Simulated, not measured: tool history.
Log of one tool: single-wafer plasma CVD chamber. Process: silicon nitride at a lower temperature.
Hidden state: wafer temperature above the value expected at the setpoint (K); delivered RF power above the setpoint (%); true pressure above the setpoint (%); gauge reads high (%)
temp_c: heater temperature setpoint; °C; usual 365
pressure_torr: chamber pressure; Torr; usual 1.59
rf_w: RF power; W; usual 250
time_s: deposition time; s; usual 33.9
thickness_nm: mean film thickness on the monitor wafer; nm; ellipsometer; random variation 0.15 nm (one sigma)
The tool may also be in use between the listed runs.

run	hour	temp_c	pressure_torr	rf_w	time_s	wafers since the last listed run	hours since the last thermocouple change	hours since the last RF generator calibration	hours since the last manometer calibration	hours since the showerhead was replaced	hours since the gauge calibration	read-back reference wafer on the same gauge, thickness_nm	thickness_nm
1	0	372	1.59	250	33.9	0	255.9	86.8	2071.3	2552.8	1395.5	34.68	34.742
# hour 63.1: capacitance manometer re-zeroed and calibrated
2	93	365	1.59	250	33.9	2609	348.9	179.8	29.9	2645.8	1488.5	34.707	34.744
3	144.8	365	1.59	250	33.9	1589	400.7	231.6	81.7	2697.6	1540.3	34.684	34.842
4	236.3	365	1.59	250	33.9	2808	492.2	323.1	173.2	2789.1	1631.8	34.717	34.949
5	319.4	365	1.98	250	27.2	2550	575.3	406.2	256.3	2872.2	1714.9	34.725	29.612
6	368.9	365	1.37	270	40.1	1519	624.8	455.7	305.8	2921.7	1764.4	34.687	41.607
7	410.7	365	1.59	235	31.1	1283	666.6	497.5	347.6	2963.5	1806.2	34.725	31.345
8	463.2	365	1.59	250	33.9	1611	719.1	550	400.1	3016	1858.7	34.689	34.643
9	767.8	365	1.59	250	28.9	9349	1023.7	854.6	704.7	3320.6	2163.3	34.712	29.677
10	818.6	360	1.38	225	33.9	1559	1074.5	905.4	755.5	3371.4	2214.1	34.721	32.285
11	875	365	1.48	280	31.9	1731	1130.9	961.8	811.9	3427.8	2270.5	34.682	34.244
12	921.9	351	1.59	250	33.9	1439	1177.8	1008.7	858.8	3474.7	2317.4	34.713	35.379
13	984.2	355	1.98	205	39.4	1912	1240.1	1071	921.1	3537	2379.7	34.685	38.901
14	1073.3	365	1.59	250	33.9	2734	1329.2	1160.1	1010.2	3626.1	2468.8	34.665	34.781
# hour 1098.4: thermocouple changed; heater temperature recalibrated
15	1116.9	365	1.59	250	33.9	1092	18.5	1203.7	1053.8	3669.7	2512.4	34.709	34.533
# hour 1211.4: showerhead replaced
# hour 1327.6: RF generator calibrated
16	1375.5	365	1.37	225	33.9	7446	277.1	47.9	1312.4	164.1	2771	34.699	32.41
17	1433.1	365	1.37	270	40.1	1768	334.7	105.5	1370	221.7	2828.6	34.726	41.187
# hour 1474.9: gauge calibrated
18	1527.4	351	1.4	250	31.9	2894	429	199.8	1464.3	316	52.5	34.724	31.991
19	1800.6	371	1.59	280	33.9	8385	702.2	473	1737.5	589.2	325.7	34.719	37.077
20	1883.8	365	1.59	300	37.8	2553	785.4	556.2	1820.7	672.4	408.9	34.719	42.415
21	1964.3	359	1.59	215	38.1	2470	865.9	636.7	1901.2	752.9	489.4	34.711	36.646
22	2044.7	365	1.43	250	33.9	2467	946.3	717.1	1981.6	833.3	569.8	34.692	33.922
23	2211.8	361	1.36	295	37.5	5129	1113.4	884.2	2148.7	1000.4	736.9	34.7	40.291
24	2313.4	365	1.32	270	33.9	3118	1215	985.8	2250.3	1102	838.5	34.71	34.738
25	2380.8	355	1.19	250	33.9	2068	1282.4	1053.2	2317.7	1169.4	905.9	34.716	32.651
26	2417.1	374	1.78	280	37.8	1114	1318.7	1089.5	2354	1205.7	942.2	34.69	41.86
27	2515.1	365	1.59	250	33.9	3008	1416.7	1187.5	2452	1303.7	1040.2	34.679	34.975
28	2553.2	378	1.59	215	33.9	1169	1454.8	1225.6	2490.1	1341.8	1078.3	34.693	32.519
29	2607.4	372	1.38	250	33.9	1663	1509	1279.8	2544.3	1396	1132.5	34.686	33.472

3 ways to go on from here, each from the tool as it stands after run 29. What would each give?
A	2607.8	365	1.59	250	33.9	12	1509.4	1280.2	2544.7	1396.4	1132.9	?	?
B	2607.8	378	1.59	250	33.9	12	1509.4	1280.2	2544.7	1396.4	1132.9	?	?
C	2607.8	371	1.44	250	33.9	12	1509.4	1280.2	2544.7	1396.4	1132.9	?	?

run	read-back reference wafer on the same gauge, thickness_nm	thickness_nm
A	34.7	35.02
B	34.7	34.814
C	34.7	34.116
Without the tool's hidden state the same runs would have given:
run	thickness_nm
A	35.02
B	34.814
C	34.116
